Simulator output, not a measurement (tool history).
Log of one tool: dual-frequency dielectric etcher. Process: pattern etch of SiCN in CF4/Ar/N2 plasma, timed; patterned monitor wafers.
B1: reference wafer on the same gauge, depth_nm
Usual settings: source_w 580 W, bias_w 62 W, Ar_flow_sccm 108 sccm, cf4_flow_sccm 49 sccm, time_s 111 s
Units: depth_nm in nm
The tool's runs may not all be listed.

{"run": 1, "hour": 0.0, "source_w": 620, "bias_w": 62, "Ar_flow_sccm": 108, "cf4_flow_sccm": 49, "time_s": 111, "B1": 91.1, "depth_nm": 107.5}
{"run": 2, "hour": 38.6, "source_w": 580, "bias_w": 62, "Ar_flow_sccm": 108, "cf4_flow_sccm": 49, "time_s": 111, "B1": 91.0, "depth_nm": 104.0}
{"run": 3, "hour": 89.1, "source_w": 580, "bias_w": 62, "Ar_flow_sccm": 108, "cf4_flow_sccm": 49, "time_s": 111, "B1": 91.3, "depth_nm": 103.2}
{"hour": 146.7, "done": "bias power generator calibrated"}
{"run": 4, "hour": 148.9, "source_w": 580, "bias_w": 62, "Ar_flow_sccm": 108, "cf4_flow_sccm": 49, "time_s": 111, "B1": 90.9, "depth_nm": 103.1}
{"hour": 218.4, "done": "source power generator calibrated"}
{"hour": 372.3, "done": "wet clean of the chamber"}
{"run": 5, "hour": 419.6, "source_w": 580, "bias_w": 62, "Ar_flow_sccm": 108, "cf4_flow_sccm": 49, "time_s": 111, "B1": 91.2, "depth_nm": 103.0}
{"run": 6, "hour": 526.6, "source_w": 580, "bias_w": 62, "Ar_flow_sccm": 108, "cf4_flow_sccm": 49, "time_s": 111, "B1": 90.8, "depth_nm": 102.0}
{"run": 7, "hour": 565.6, "source_w": 580, "bias_w": 69, "Ar_flow_sccm": 108, "cf4_flow_sccm": 40, "time_s": 111, "B1": 91.1, "depth_nm": 104.4}
{"hour": 609.5, "done": "gauge calibrated"}
{"run": 8, "hour": 639.0, "source_w": 700, "bias_w": 46, "Ar_flow_sccm": 108, "cf4_flow_sccm": 49, "time_s": 111, "B1": 90.9, "depth_nm": 103.9}
{"run": 9, "hour": 679.7, "source_w": 630, "bias_w": 62, "Ar_flow_sccm": 119, "cf4_flow_sccm": 43, "time_s": 111, "B1": 91.0, "depth_nm": 102.1}
{"run": 10, "hour": 837.7, "source_w": 580, "bias_w": 58, "Ar_flow_sccm": 132, "cf4_flow_sccm": 55, "time_s": 111, "B1": 91.1, "depth_nm": 97.4}
{"hour": 880.5, "done": "wet clean of the chamber"}
{"hour": 884.8, "done": "upper electrode replaced"}
{"hour": 897.6, "done": "Ar flow controller replaced"}
{"run": 11, "hour": 910.8, "source_w": 580, "bias_w": 62, "Ar_flow_sccm": 108, "cf4_flow_sccm": 49, "time_s": 111, "B1": 91.1, "depth_nm": 102.1}
{"run": 12, "hour": 956.1, "source_w": 670, "bias_w": 62, "Ar_flow_sccm": 108, "cf4_flow_sccm": 49, "time_s": 87, "B1": 90.9, "depth_nm": 89.4}
{"run": 13, "hour": 1035.2, "source_w": 580, "bias_w": 62, "Ar_flow_sccm": 108, "cf4_flow_sccm": 49, "time_s": 111, "B1": 90.8, "depth_nm": 103.7}

Run 14 comes next. What will it give?
{"hour": 1058.3, "done": "CF4 flow controller replaced"}
{"run": 14, "hour": 1140.8, "source_w": 580, "bias_w": 62, "Ar_flow_sccm": 108, "cf4_flow_sccm": 49, "time_s": 111, "B1": "?", "depth_nm": "?"}

{"run 14": {"B1": 91.0, "depth_nm": 102.6}}
Without the tool's hidden state the same run would have given depth_nm 102.6 nm.
